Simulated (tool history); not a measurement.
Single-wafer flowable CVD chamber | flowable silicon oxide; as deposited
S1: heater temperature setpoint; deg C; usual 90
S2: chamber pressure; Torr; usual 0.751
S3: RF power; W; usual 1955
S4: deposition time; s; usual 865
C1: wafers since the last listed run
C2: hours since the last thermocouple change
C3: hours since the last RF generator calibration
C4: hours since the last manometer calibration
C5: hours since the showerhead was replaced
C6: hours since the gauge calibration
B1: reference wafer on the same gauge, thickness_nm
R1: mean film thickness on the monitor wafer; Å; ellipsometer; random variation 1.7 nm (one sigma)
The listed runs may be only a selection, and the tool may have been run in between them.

run,hour,S1,S2,S3,S4,C1,C2,C3,C4,C5,C6,B1,R1
1,0,90,0.751,1730,865,0,47.5,1992.5,2498.7,1258,977.4,644.104,6089.6
2,68.4,90,0.751,1730,865,143,115.9,2060.9,2567.1,1326.4,1045.8,644.031,6061.45
3,112.7,90,0.751,1955,865,92,160.2,2105.2,2611.4,1370.7,1090.1,644.125,6237.11
4,208,90,0.751,1955,865,199,255.5,2200.5,2706.7,1466,1185.4,643.778,6230.43
# hour 225.8: RF generator calibrated
5,273.4,90,0.751,1955,865,120,320.9,47.6,2772.1,1531.4,1250.8,643.951,6247.8
6,317,90,0.569,1815,957,91,364.5,91.2,2815.7,1575,1294.4,643.833,5161.85
7,389.6,90,0.875,1955,865,152,437.1,163.8,2888.3,1647.6,1367,643.955,7295.21
8,474.2,90,0.751,1955,865,177,521.7,248.4,2972.9,1732.2,1451.6,644.125,6256.2
9,578.5,90,0.572,1955,865,218,626,352.7,3077.2,1836.5,1555.9,643.891,4787.63
# hour 602.6: capacitance manometer re-zeroed and calibrated
10,632.2,90,0.751,1955,865,95,679.7,406.4,29.6,1890.2,1609.6,643.752,6248.46
11,707.2,78,0.751,1695,865,157,754.7,481.4,104.6,1965.2,1684.6,643.884,8533.92
# hour 772: gauge calibrated
12,809.5,80,0.751,2055,940,214,857,583.7,206.9,2067.5,37.5,644.015,9137.39
13,887.4,90,0.867,2295,865,163,934.9,661.6,284.8,2145.4,115.4,643.938,7429.19
14,925.2,90,0.645,1955,865,79,972.7,699.4,322.6,2183.2,153.2,644.089,5355.16

Expected results for the next run?
15,983.6,85,0.751,1955,697,122,1031.1,757.8,381,2241.6,211.6,?,?

{"run 15": {"B1": 644.008, "R1": 5808.63}}
Without the tool's hidden state the same run would have given R1 5801.95 Å.

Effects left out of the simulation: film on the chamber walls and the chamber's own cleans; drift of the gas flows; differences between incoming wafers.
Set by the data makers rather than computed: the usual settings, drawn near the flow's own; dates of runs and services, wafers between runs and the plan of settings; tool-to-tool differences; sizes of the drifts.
